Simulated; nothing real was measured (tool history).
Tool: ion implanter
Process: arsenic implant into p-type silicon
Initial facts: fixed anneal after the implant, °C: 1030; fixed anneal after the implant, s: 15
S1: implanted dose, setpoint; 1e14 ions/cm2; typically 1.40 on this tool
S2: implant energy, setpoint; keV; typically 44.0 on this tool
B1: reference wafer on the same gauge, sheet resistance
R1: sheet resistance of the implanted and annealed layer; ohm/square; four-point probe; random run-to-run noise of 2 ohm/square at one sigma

run    hour    S1    S2      B1      R1
  1     0.0  1.49  33.5  439.23  430.44
  2    53.8  1.40  53.0  440.35  420.17
  3   161.5  1.40  53.0  440.07  415.65
  4   264.1  1.40  53.0  440.27  417.60
  5   332.8  1.40  44.0  440.22  431.30
  6   422.3  1.40  50.5  439.85  414.38
  7   522.2  1.40  44.0  440.09  429.78
  8   583.8  1.40  44.0  440.30  431.30
  9   656.6  1.40  44.0  439.87  423.17
 10   704.4  1.40  44.0  440.02  429.70
 11   790.2  1.40  44.0  439.88  425.55
      828.0  -- Faraday cup replaced and dose calibrated
 12   885.0  1.40  48.0  439.94  411.34
 13   921.1  1.40  34.5  439.87  438.83
      973.6  -- gauge calibrated
      988.4  -- extraction supply calibrated
 14  1000.1  1.22  58.5  439.66  439.30
 15  1086.5  1.73  44.0  440.11  362.96
     1131.9  -- Faraday cup replaced and dose calibrated, repeated, since the last time left the tool worse
 16  1152.9  1.16  39.5  439.00  508.60
 17  1256.6  1.28  31.0  439.92  494.85
 18  1341.1  1.51  44.0  440.06  412.19

Alternative continuations, all from the tool just after run 18; predict every row:
  A  1341.5  1.52  44.0   ?   ?
  B  1341.5  1.29  34.0   ?   ?
  C  1341.5  1.27  54.0   ?   ?

run      B1      R1
  A  440.05  409.42
  B  440.05  479.88
  C  440.05  446.00
Without the tool's unlogged condition, the same runs would have read:
run      R1
  A  411.46
  B  482.27
  C  448.13
